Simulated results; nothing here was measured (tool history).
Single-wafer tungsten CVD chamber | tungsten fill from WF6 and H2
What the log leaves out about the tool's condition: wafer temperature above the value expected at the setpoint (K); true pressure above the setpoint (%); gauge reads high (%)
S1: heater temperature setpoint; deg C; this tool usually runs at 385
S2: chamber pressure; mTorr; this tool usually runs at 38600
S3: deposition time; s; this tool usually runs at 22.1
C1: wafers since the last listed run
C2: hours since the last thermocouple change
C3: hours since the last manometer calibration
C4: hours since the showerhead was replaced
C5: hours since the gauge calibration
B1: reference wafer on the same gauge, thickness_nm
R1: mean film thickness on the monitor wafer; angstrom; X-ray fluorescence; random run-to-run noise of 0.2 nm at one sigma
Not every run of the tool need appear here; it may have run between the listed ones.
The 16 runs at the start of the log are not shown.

run,hour,S1,S2,S3,C1,C2,C3,C4,C5,B1,R1
# hour 415.3: gauge calibrated
17,426.0,385,38600,22.1,1056,34.6,39.4,123.4,10.7,55.629,491.32
18,454.5,389,31800,26.2,1243,63.1,67.9,151.9,39.2,55.629,571.88
19,479.3,390,44500,24.3,1082,87.9,92.7,176.7,64.0,55.711,635.16
20,514.1,395,38600,22.1,1518,122.7,127.5,211.5,98.8,55.720,592.95
21,536.8,385,41400,20.4,990,145.4,150.2,234.2,121.5,55.686,470.32
22,572.4,385,41900,22.1,1553,181.0,185.8,269.8,157.1,55.566,511.46
23,598.9,385,45500,22.1,1156,207.5,212.3,296.3,183.6,55.690,530.60
24,627.6,371,29000,20.6,1252,236.2,241.0,325.0,212.3,55.577,302.35
25,662.7,373,43200,22.1,1531,271.3,276.1,360.1,247.4,55.656,410.29
26,674.9,385,38600,22.1,532,283.5,288.3,372.3,259.6,55.632,491.67
27,700.8,385,38600,22.1,1130,309.4,314.2,398.2,285.5,55.573,491.56

Predict the results of run 28:
28,721.8,385,38600,22.1,916,330.4,335.2,419.2,306.5,?,?

Run 28 produced B1 55.598, R1 497.09 angstrom.
Minus the tool's unlogged condition, the same run would have read R1 497.09 angstrom.

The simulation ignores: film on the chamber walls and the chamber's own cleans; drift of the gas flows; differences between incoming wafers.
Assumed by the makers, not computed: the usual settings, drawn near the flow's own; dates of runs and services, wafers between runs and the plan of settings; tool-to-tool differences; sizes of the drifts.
